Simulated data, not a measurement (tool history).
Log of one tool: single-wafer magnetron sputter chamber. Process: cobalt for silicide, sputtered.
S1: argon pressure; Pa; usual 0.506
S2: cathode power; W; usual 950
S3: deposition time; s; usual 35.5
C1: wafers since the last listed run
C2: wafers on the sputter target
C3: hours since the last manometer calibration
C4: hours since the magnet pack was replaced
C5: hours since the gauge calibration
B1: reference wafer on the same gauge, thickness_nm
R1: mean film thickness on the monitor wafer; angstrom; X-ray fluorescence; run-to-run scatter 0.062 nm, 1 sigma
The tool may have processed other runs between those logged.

run	hour	S1	S2	S3	C1	C2	C3	C4	C5	B1	R1
1	0	0.506	950	35.5	0	8628	526.7	4523.9	1169.8	16.805	163.23
2	51.1	0.506	950	35.5	1279	9907	577.8	4575	1220.9	16.812	160.06
3	89.3	0.506	950	35.5	956	10864	616	4613.2	1259.1	16.799	161.35
4	133.8	0.506	950	35.5	1114	11978	660.5	4657.7	1303.6	16.803	162.08
5	199.4	0.506	950	35.5	1642	13620	726.1	4723.3	1369.2	16.829	160.48
# hour 269.5: sputter target and shields replaced
6	281.6	0.506	950	35.5	1857	303	808.3	4805.5	1451.4	16.759	161.47
7	325.8	0.506	950	35.5	1106	1410	852.5	4849.7	1495.6	16.815	161.87
8	425.9	0.506	950	35.5	2506	3916	952.6	4949.8	1595.7	16.797	159.55
9	531.3	0.506	950	35.5	2639	6556	1058	5055.2	1701.1	16.806	161.55
10	637.8	0.506	1100	35.5	2666	9222	1164.5	5161.7	1807.6	16.79	180.75
11	742.7	0.506	950	35.5	2626	11849	1269.4	5266.6	1912.5	16.822	159.32
12	783	0.506	950	35.5	1009	12858	1309.7	5306.9	1952.8	16.822	160.4
13	886.3	0.506	950	35.5	2586	15444	1413	5410.2	2056.1	16.822	160.17
# hour 919.6: sputter target and shields replaced
14	924	0.506	950	35.5	743	110	1450.7	5447.9	2093.8	16.776	159.56
15	991.4	0.506	950	35.5	1687	1798	1518.1	5515.3	2161.2	16.767	159.86
16	1057.3	0.506	950	35.5	1650	3448	1584	5581.2	2227.1	16.81	160.15
17	1155.3	0.506	950	35.5	2453	5902	1682	5679.2	2325.1	16.799	159.52
18	1255.1	0.429	950	32.6	2498	8401	1781.8	5779	2424.9	16.797	150.08
19	1354.6	0.39	950	37.8	2491	10892	1881.3	5878.5	2524.4	16.796	177.86
# hour 1374.9: capacitance manometer re-zeroed and calibrated
# hour 1443.5: sputter target and shields replaced
20	1652	0.374	800	30.5	7045	5221	277.1	6175.9	2821.8	16.79	127.24
21	1696.7	0.352	1100	32	1119	6340	321.8	6220.6	2866.5	16.83	175.83
# hour 1713.9: magnet pack replaced
22	1788	0.506	950	35.5	2085	8426	413.1	74.1	2957.8	16.812	162.26
# hour 1806.1: gauge calibrated
23	1851	0.333	1000	35.5	1577	10003	476.1	137.1	44.9	16.791	181.03
24	1933.1	0.311	1150	32.6	2055	12059	558.2	219.2	127	16.781	189.77
# hour 1942.8: sputter target and shields replaced
25	1974.4	0.506	950	35.5	833	790	599.5	260.5	168.3	16.769	163.36
26	2013.8	0.389	1050	37.8	986	1776	638.9	299.9	207.7	16.802	198.28
27	2074.1	0.506	950	28.5	1509	3286	699.2	360.2	268	16.785	130.02
28	2137.7	0.419	1000	42.1	1592	4879	762.8	423.8	331.6	16.82	207.69
29	2209	0.419	1000	42.1	1785	6664	834.1	495.1	402.9	16.797	207.33
30	2295.1	0.305	1150	30.7	2155	8820	920.2	581.2	489	16.802	178.53
31	2380.1	0.418	950	39.2	2128	10948	1005.2	666.2	574	16.767	185.01
# hour 2437.1: sputter target and shields replaced
32	2472.3	0.688	950	33.7	2108	880	1097.4	758.4	666.2	16.816	141.44
33	2522.9	0.506	1150	35.5	1266	2147	1148	809	716.8	16.836	189.02
34	2625.7	0.506	950	35.5	2573	4721	1250.8	911.8	819.6	16.795	160.64
35	2697.7	0.691	1050	30.2	1802	6524	1322.8	983.8	891.6	16.798	137.01

Branching from run 35: 4 alternative next runs. What would each branch give?
A	2698.1	0.506	950	35.5	10	6534	1323.2	984.2	892	?	?
B	2698.1	0.329	1100	38.1	10	6534	1323.2	984.2	892	?	?
C	2698.1	0.506	950	32.4	10	6534	1323.2	984.2	892	?	?
D	2698.1	0.506	950	41.1	10	6534	1323.2	984.2	892	?	?

run	B1	R1
A	16.805	160.83
B	16.805	211.01
C	16.805	146.79
D	16.805	186.2
With the hidden condition removed and each run's random variation left untouched, the same runs would have given:
run	R1
A	163.26
B	212.8
C	149
D	189.01

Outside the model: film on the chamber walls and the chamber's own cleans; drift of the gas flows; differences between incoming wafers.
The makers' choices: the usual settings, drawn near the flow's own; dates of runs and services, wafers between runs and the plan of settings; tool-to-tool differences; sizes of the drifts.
